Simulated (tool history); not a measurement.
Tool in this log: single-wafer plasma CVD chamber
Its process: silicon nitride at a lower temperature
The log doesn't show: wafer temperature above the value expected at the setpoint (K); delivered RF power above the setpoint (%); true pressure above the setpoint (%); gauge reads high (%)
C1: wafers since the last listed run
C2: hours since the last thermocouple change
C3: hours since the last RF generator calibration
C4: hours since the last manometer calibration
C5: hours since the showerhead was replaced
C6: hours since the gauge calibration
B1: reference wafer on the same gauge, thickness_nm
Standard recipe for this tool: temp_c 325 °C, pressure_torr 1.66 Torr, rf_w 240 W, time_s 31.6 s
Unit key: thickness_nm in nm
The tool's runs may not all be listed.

run 1 hour=0.0 | temp_c=329 pressure_torr=1.66 rf_w=240 time_s=31.6 | C1=0 C2=2204.2 C3=1961.7 C4=1355.0 C5=3746.7 C6=237.6 | B1=31.420 | thickness_nm=28.550
run 2 hour=26.9 | temp_c=329 pressure_torr=1.66 rf_w=240 time_s=31.6 | C1=537 C2=2231.1 C3=1988.6 C4=1381.9 C5=3773.6 C6=264.5 | B1=31.343 | thickness_nm=28.470
run 3 hour=58.2 | temp_c=329 pressure_torr=1.66 rf_w=240 time_s=31.6 | C1=625 C2=2262.4 C3=2019.9 C4=1413.2 C5=3804.9 C6=295.8 | B1=31.259 | thickness_nm=28.499
run 4 hour=71.0 | temp_c=325 pressure_torr=1.66 rf_w=240 time_s=31.6 | C1=255 C2=2275.2 C3=2032.7 C4=1426.0 C5=3817.7 C6=308.6 | B1=31.292 | thickness_nm=28.458
run 5 hour=91.2 | temp_c=325 pressure_torr=1.66 rf_w=240 time_s=31.6 | C1=403 C2=2295.4 C3=2052.9 C4=1446.2 C5=3837.9 C6=328.8 | B1=31.228 | thickness_nm=28.502
run 6 hour=118.0 | temp_c=325 pressure_torr=1.66 rf_w=240 time_s=31.6 | C1=535 C2=2322.2 C3=2079.7 C4=1473.0 C5=3864.7 C6=355.6 | B1=31.196 | thickness_nm=28.453
-- hour=136.6 thermocouple changed; heater temperature recalibrated
run 7 hour=141.1 | temp_c=325 pressure_torr=1.66 rf_w=240 time_s=31.6 | C1=301 C2=4.5 C3=2102.8 C4=1496.1 C5=3887.8 C6=378.7 | B1=31.152 | thickness_nm=28.303
run 8 hour=164.1 | temp_c=325 pressure_torr=1.66 rf_w=240 time_s=33.2 | C1=459 C2=27.5 C3=2125.8 C4=1519.1 C5=3910.8 C6=401.7 | B1=31.095 | thickness_nm=29.779
-- hour=189.6 RF generator calibrated
run 9 hour=227.9 | temp_c=329 pressure_torr=1.66 rf_w=240 time_s=31.6 | C1=1115 C2=91.3 C3=38.3 C4=1582.9 C5=3974.6 C6=465.5 | B1=30.966 | thickness_nm=28.034
-- hour=228.1 gauge calibrated
-- hour=252.3 showerhead replaced
run 10 hour=257.0 | temp_c=315 pressure_torr=1.66 rf_w=220 time_s=35.1 | C1=421 C2=120.4 C3=67.4 C4=1612.0 C5=4.7 C6=28.9 | B1=31.445 | thickness_nm=29.659
run 11 hour=289.8 | temp_c=336 pressure_torr=1.78 rf_w=195 time_s=33.9 | C1=655 C2=153.2 C3=100.2 C4=1644.8 C5=37.5 C6=61.7 | B1=31.492 | thickness_nm=25.800
-- hour=326.0 capacitance manometer re-zeroed and calibrated
run 12 hour=326.5 | temp_c=330 pressure_torr=1.66 rf_w=205 time_s=31.6 | C1=573 C2=189.9 C3=136.9 C4=0.5 C5=74.2 C6=98.4 | B1=31.467 | thickness_nm=24.754
run 13 hour=341.1 | temp_c=325 pressure_torr=1.66 rf_w=240 time_s=31.6 | C1=291 C2=204.5 C3=151.5 C4=15.1 C5=88.8 C6=113.0 | B1=31.488 | thickness_nm=28.595
run 14 hour=373.8 | temp_c=325 pressure_torr=1.66 rf_w=240 time_s=31.6 | C1=653 C2=237.2 C3=184.2 C4=47.8 C5=121.5 C6=145.7 | B1=31.405 | thickness_nm=28.536
run 15 hour=405.9 | temp_c=325 pressure_torr=1.35 rf_w=215 time_s=31.6 | C1=641 C2=269.3 C3=216.3 C4=79.9 C5=153.6 C6=177.8 | B1=31.401 | thickness_nm=24.656
run 16 hour=437.1 | temp_c=325 pressure_torr=1.81 rf_w=240 time_s=37.6 | C1=623 C2=300.5 C3=247.5 C4=111.1 C5=184.8 C6=209.0 | B1=31.335 | thickness_nm=34.556

Forecast each of these 4 alternatives for the next run:
run A hour=437.5 | temp_c=325 pressure_torr=1.66 rf_w=285 time_s=31.6 | C1=7 C2=300.9 C3=247.9 C4=111.5 C5=185.2 C6=209.4 | B1=? | thickness_nm=?
run B hour=437.5 | temp_c=325 pressure_torr=1.55 rf_w=240 time_s=31.6 | C1=7 C2=300.9 C3=247.9 C4=111.5 C5=185.2 C6=209.4 | B1=? | thickness_nm=?
run C hour=437.5 | temp_c=325 pressure_torr=1.66 rf_w=240 time_s=36.2 | C1=7 C2=300.9 C3=247.9 C4=111.5 C5=185.2 C6=209.4 | B1=? | thickness_nm=?
run D hour=437.5 | temp_c=325 pressure_torr=1.78 rf_w=240 time_s=36.6 | C1=7 C2=300.9 C3=247.9 C4=111.5 C5=185.2 C6=209.4 | B1=? | thickness_nm=?

run=A B1=31.356 thickness_nm=33.004
run=B B1=31.356 thickness_nm=28.147
run=C B1=31.356 thickness_nm=32.784
run=D B1=31.356 thickness_nm=33.712
Without the tool's unlogged condition, the same runs would have read:
run=A thickness_nm=33.247
run=B thickness_nm=28.355
run=C thickness_nm=33.025
run=D thickness_nm=33.959
